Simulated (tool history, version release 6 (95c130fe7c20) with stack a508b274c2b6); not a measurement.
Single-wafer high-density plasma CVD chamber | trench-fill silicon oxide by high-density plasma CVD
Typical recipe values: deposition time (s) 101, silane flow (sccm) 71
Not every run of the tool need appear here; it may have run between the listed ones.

| run | hour | deposition time (s) | silane flow (sccm) | wafers since the last listed run | hours since the silane flow controller was replaced | hours since the gauge calibration | read-back reference wafer on the same gauge, thickness_nm | mean film thickness on the monitor wafer (nm) |
|---|---|---|---|---|---|---|---|---|
| 1 | 0 | 113 | 71 | 0 | 3885.7 | 177.1 | 568.439 | 736.049 |
| 2 | 35.5 | 113 | 71 | 572 | 3921.2 | 212.6 | 568.066 | 734.431 |
| 3 | 50.4 | 113 | 71 | 240 | 3936.1 | 227.5 | 568.746 | 734.307 |
| 4 | 79.8 | 101 | 71 | 473 | 3965.5 | 256.9 | 568.88 | 653.763 |
| 5 | 93.1 | 101 | 71 | 214 | 3978.8 | 270.2 | 568.88 | 657.043 |
| 6 | 122.9 | 101 | 71 | 480 | 4008.6 | 300 | 567.819 | 656.792 |
| 7 | 142.5 | 101 | 80 | 315 | 4028.2 | 319.6 | 567.642 | 729.982 |
| 8 | 174.2 | 101 | 71 | 511 | 4059.9 | 351.3 | 567.662 | 655.777 |
| 9 | 204.4 | 101 | 71 | 486 | 4090.1 | 381.5 | 568.219 | 653.835 |
| 10 | 227.8 | 101 | 71 | 377 | 4113.5 | 404.9 | 567.741 | 652.888 |
| 11 | 256.7 | 101 | 71 | 465 | 4142.4 | 433.8 | 567.808 | 653.73 |
|  | 282.1 | silane flow controller replaced |
| 12 | 285.7 | 101 | 71 | 338 | 3.6 | 462.8 | 567.825 | 693.371 |
| 13 | 316.8 | 101 | 71 | 501 | 34.7 | 493.9 | 568.147 | 695.715 |
| 14 | 331.2 | 101 | 71 | 232 | 49.1 | 508.3 | 567.864 | 696.324 |
| 15 | 357 | 101 | 71 | 415 | 74.9 | 534.1 | 567.471 | 692.53 |
| 16 | 373.7 | 101 | 71 | 269 | 91.6 | 550.8 | 568.464 | 690.419 |
| 17 | 398.4 | 92 | 75 | 398 | 116.3 | 575.5 | 567.979 | 661.369 |
| 18 | 420.6 | 92 | 79 | 357 | 138.5 | 597.7 | 568.113 | 692.166 |
| 19 | 453.4 | 90 | 62 | 528 | 171.3 | 630.5 | 567.225 | 543.048 |
| 20 | 480.3 | 82 | 71 | 433 | 198.2 | 657.4 | 567.949 | 559.528 |
| 21 | 500.9 | 87 | 71 | 332 | 218.8 | 678 | 568.074 | 592.941 |
| 22 | 520.1 | 90 | 62 | 309 | 238 | 697.2 | 567.847 | 545.941 |
| 23 | 549.3 | 91 | 80 | 470 | 267.2 | 726.4 | 568.761 | 690.353 |
| 24 | 576 | 101 | 82 | 430 | 293.9 | 753.1 | 568.756 | 777.338 |
|  | 585.2 | gauge calibrated |
| 25 | 604.4 | 111 | 71 | 457 | 322.3 | 19.2 | 567.944 | 755.244 |
| 26 | 644.8 | 101 | 60 | 651 | 362.7 | 59.6 | 568.153 | 591.432 |
| 27 | 672.8 | 117 | 60 | 451 | 390.7 | 87.6 | 568.073 | 686.107 |
| 28 | 702.7 | 116 | 81 | 481 | 420.6 | 117.5 | 568.438 | 882.128 |
| 29 | 733.6 | 92 | 64 | 498 | 451.5 | 148.4 | 567.864 | 567.883 |
| 30 | 759.8 | 101 | 71 | 422 | 477.7 | 174.6 | 567.256 | 683.558 |
| 31 | 778 | 94 | 64 | 293 | 495.9 | 192.8 | 568.419 | 582.047 |
| 32 | 790.8 | 94 | 71 | 206 | 508.7 | 205.6 | 567.973 | 635.321 |
| 33 | 815.7 | 107 | 82 | 401 | 533.6 | 230.5 | 567.424 | 822.191 |
| 34 | 841 | 101 | 71 | 407 | 558.9 | 255.8 | 568.598 | 681.551 |
| 35 | 860.3 | 101 | 71 | 311 | 578.2 | 275.1 | 568.649 | 680.606 |

4 options for the next run, each taken on its own from the tool as it stands now. Forecast them:
| A | 860.7 | 83 | 71 | 6 | 578.6 | 275.5 | ? | ? |
| B | 860.7 | 101 | 57 | 6 | 578.6 | 275.5 | ? | ? |
| C | 860.7 | 91 | 58 | 6 | 578.6 | 275.5 | ? | ? |
| D | 860.7 | 101 | 67 | 6 | 578.6 | 275.5 | ? | ? |

| run | read-back reference wafer on the same gauge, thickness_nm | mean film thickness on the monitor wafer (nm) |
|---|---|---|
| A | 568.27 | 557.517 |
| B | 568.27 | 560.921 |
| C | 568.27 | 512.946 |
| D | 568.27 | 644.852 |
Without the tool's hidden state the same runs would have given:
| run | mean film thickness on the monitor wafer (nm) |
|---|---|
| A | 569.41 |
| B | 572.886 |
| C | 523.888 |
| D | 658.608 |

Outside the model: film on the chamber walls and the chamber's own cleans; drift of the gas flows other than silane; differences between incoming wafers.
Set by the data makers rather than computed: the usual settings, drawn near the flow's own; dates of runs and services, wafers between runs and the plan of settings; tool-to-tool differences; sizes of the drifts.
